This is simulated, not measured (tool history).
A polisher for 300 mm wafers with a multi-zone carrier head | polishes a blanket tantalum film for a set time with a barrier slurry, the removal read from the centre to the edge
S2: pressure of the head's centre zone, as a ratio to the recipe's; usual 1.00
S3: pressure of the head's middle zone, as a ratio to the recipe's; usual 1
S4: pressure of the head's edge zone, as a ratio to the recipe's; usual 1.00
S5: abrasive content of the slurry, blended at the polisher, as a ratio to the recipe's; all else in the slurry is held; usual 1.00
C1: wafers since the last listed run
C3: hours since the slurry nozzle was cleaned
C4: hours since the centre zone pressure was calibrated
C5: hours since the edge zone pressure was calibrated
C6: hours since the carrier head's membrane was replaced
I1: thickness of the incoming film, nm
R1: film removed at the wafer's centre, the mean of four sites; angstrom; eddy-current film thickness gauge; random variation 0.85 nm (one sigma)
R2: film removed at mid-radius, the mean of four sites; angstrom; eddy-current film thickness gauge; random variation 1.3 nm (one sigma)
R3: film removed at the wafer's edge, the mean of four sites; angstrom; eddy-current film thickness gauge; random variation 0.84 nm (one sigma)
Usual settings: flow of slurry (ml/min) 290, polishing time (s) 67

run 1 hour=0.0 | flow_of_slurry_(ml/min)=290 S2=1.00 S3=1 S4=1.00 S5=1.00 polishing_time_(s)=67 | C1=0 wafers_polished_on_this_pad=927 C3=629.5 C4=547.7 C5=357.7 C6=1212.0 | I1=336.5 | R1=1009 R2=900 R3=876
-- hour=4.5 worn pad replaced by a new one
run 2 hour=7.4 | flow_of_slurry_(ml/min)=335 S2=1.00 S3=1 S4=1.00 S5=1.00 polishing_time_(s)=67 | C1=37 wafers_polished_on_this_pad=31 C3=636.9 C4=555.1 C5=365.1 C6=1219.4 | I1=338.3 | R1=1011 R2=941 R3=895
run 3 hour=14.2 | flow_of_slurry_(ml/min)=335 S2=1.00 S3=1 S4=1.00 S5=1.00 polishing_time_(s)=67 | C1=74 wafers_polished_on_this_pad=106 C3=643.7 C4=561.9 C5=371.9 C6=1226.2 | I1=337.7 | R1=1021 R2=910 R3=893
run 4 hour=31.0 | flow_of_slurry_(ml/min)=290 S2=1.00 S3=1 S4=1.00 S5=1.00 polishing_time_(s)=67 | C1=184 wafers_polished_on_this_pad=290 C3=660.5 C4=578.7 C5=388.7 C6=1243.0 | I1=336.8 | R1=990 R2=885 R3=879
run 5 hour=47.4 | flow_of_slurry_(ml/min)=290 S2=1.00 S3=1 S4=1.00 S5=1.00 polishing_time_(s)=67 | C1=180 wafers_polished_on_this_pad=470 C3=676.9 C4=595.1 C5=405.1 C6=1259.4 | I1=341.8 | R1=1016 R2=925 R3=876
run 6 hour=60.2 | flow_of_slurry_(ml/min)=290 S2=1.00 S3=1 S4=1.00 S5=1.00 polishing_time_(s)=67 | C1=140 wafers_polished_on_this_pad=611 C3=689.7 C4=607.9 C5=417.9 C6=1272.2 | I1=342.3 | R1=1008 R2=900 R3=881
run 7 hour=70.4 | flow_of_slurry_(ml/min)=290 S2=1.00 S3=1 S4=1.00 S5=1.00 polishing_time_(s)=67 | C1=111 wafers_polished_on_this_pad=723 C3=699.9 C4=618.1 C5=428.1 C6=1282.4 | I1=346.5 | R1=1002 R2=891 R3=877
run 8 hour=80.3 | flow_of_slurry_(ml/min)=290 S2=1.00 S3=1 S4=1.00 S5=1.00 polishing_time_(s)=67 | C1=108 wafers_polished_on_this_pad=832 C3=709.8 C4=628.0 C5=438.0 C6=1292.3 | I1=340.4 | R1=993 R2=901 R3=874
-- hour=82.5 slurry nozzle cleaned
run 9 hour=93.3 | flow_of_slurry_(ml/min)=290 S2=1.00 S3=1 S4=1.00 S5=1.00 polishing_time_(s)=67 | C1=131 wafers_polished_on_this_pad=963 C3=10.8 C4=641.0 C5=451.0 C6=1305.3 | I1=338.2 | R1=1011 R2=898 R3=876
run 10 hour=101.3 | flow_of_slurry_(ml/min)=290 S2=0.93 S3=1 S4=0.91 S5=1.00 polishing_time_(s)=44 | C1=87 wafers_polished_on_this_pad=1051 C3=18.8 C4=649.0 C5=459.0 C6=1313.3 | I1=340.3 | R1=613 R2=597 R3=549
-- hour=106.6 worn pad replaced by a new one
-- hour=116.0 carrier head's membrane replaced by a new one
run 11 hour=116.5 | flow_of_slurry_(ml/min)=290 S2=1.00 S3=1 S4=1.00 S5=1.00 polishing_time_(s)=67 | C1=68 wafers_polished_on_this_pad=53 C3=34.0 C4=664.2 C5=474.2 C6=0.5 | I1=343.5 | R1=1004 R2=892 R3=886
run 12 hour=122.0 | flow_of_slurry_(ml/min)=340 S2=1.00 S3=1 S4=1.00 S5=1.25 polishing_time_(s)=67 | C1=60 wafers_polished_on_this_pad=113 C3=39.5 C4=669.7 C5=479.7 C6=6.0 | I1=340.0 | R1=1081 R2=964 R3=948
run 13 hour=128.8 | flow_of_slurry_(ml/min)=290 S2=1.00 S3=1 S4=1.00 S5=1.00 polishing_time_(s)=67 | C1=74 wafers_polished_on_this_pad=188 C3=46.3 C4=676.5 C5=486.5 C6=12.8 | I1=340.2 | R1=999 R2=895 R3=878
run 14 hour=135.2 | flow_of_slurry_(ml/min)=290 S2=1.00 S3=1 S4=1.00 S5=1.00 polishing_time_(s)=67 | C1=70 wafers_polished_on_this_pad=258 C3=52.7 C4=682.9 C5=492.9 C6=19.2 | I1=343.1 | R1=1005 R2=910 R3=875
-- hour=149.4 centre zone pressure recalibrated
-- hour=155.6 edge zone pressure recalibrated
run 15 hour=156.1 | flow_of_slurry_(ml/min)=290 S2=1.00 S3=1 S4=1.00 S5=1.00 polishing_time_(s)=54 | C1=185 wafers_polished_on_this_pad=444 C3=73.6 C4=6.7 C5=0.5 C6=40.1 | I1=341.1 | R1=733 R2=740 R3=709
run 16 hour=164.0 | flow_of_slurry_(ml/min)=245 S2=0.90 S3=1 S4=1.12 S5=1.00 polishing_time_(s)=61 | C1=86 wafers_polished_on_this_pad=530 C3=81.5 C4=14.6 C5=8.4 C6=48.0 | I1=338.6 | R1=737 R2=812 R3=828
run 17 hour=175.3 | flow_of_slurry_(ml/min)=290 S2=1.00 S3=1 S4=1.00 S5=1.00 polishing_time_(s)=51 | C1=124 wafers_polished_on_this_pad=654 C3=92.8 C4=25.9 C5=19.7 C6=59.3 | I1=344.0 | R1=687 R2=684 R3=669
-- hour=187.4 worn pad replaced by a new one
run 18 hour=187.8 | flow_of_slurry_(ml/min)=290 S2=1.00 S3=1 S4=1.00 S5=1.00 polishing_time_(s)=67 | C1=93 wafers_polished_on_this_pad=3 C3=105.3 C4=38.4 C5=32.2 C6=71.8 | I1=341.2 | R1=936 R2=899 R3=885
run 19 hour=201.5 | flow_of_slurry_(ml/min)=290 S2=1.00 S3=1 S4=1.00 S5=1.00 polishing_time_(s)=55 | C1=150 wafers_polished_on_this_pad=154 C3=119.0 C4=52.1 C5=45.9 C6=85.5 | I1=340.3 | R1=763 R2=741 R3=712

Hidden state at the last listed run before each entry between runs and at the first one after, where it differs:
Between runs 1 and 2: worn pad replaced by a new one (hour 4.5)
  deviation of the centre zone's pressure from its setpoint, %: 9.64 -> 9.68
  measured less the result without the state, R1: +89 -> +90 angstrom
Between runs 8 and 9: slurry nozzle cleaned (hour 82.5)
  deviation of the centre zone's pressure from its setpoint, %: 10 -> 10.1
  measured less the result without the state, R1: +91 -> +93 angstrom
Between runs 10 and 11: worn pad replaced by a new one (hour 106.6); carrier head's membrane replaced by a new one (hour 116.0)
  deviation of the centre zone's pressure from its setpoint, %: 10.1 -> 10.2
  measured less the result without the state, R1: +57 -> +93 angstrom
Between runs 14 and 15: centre zone pressure recalibrated (hour 149.4); edge zone pressure recalibrated (hour 155.6)
  deviation of the centre zone's pressure from its setpoint, %: 10.2 -> 0.364
  measured less the result without the state, R1: +94 -> +2 angstrom
Between runs 17 and 18: worn pad replaced by a new one (hour 187.4)
  deviation of the centre zone's pressure from its setpoint, %: 1.26 -> 1.8
  measured less the result without the state, R1: +9 -> +17 angstrom

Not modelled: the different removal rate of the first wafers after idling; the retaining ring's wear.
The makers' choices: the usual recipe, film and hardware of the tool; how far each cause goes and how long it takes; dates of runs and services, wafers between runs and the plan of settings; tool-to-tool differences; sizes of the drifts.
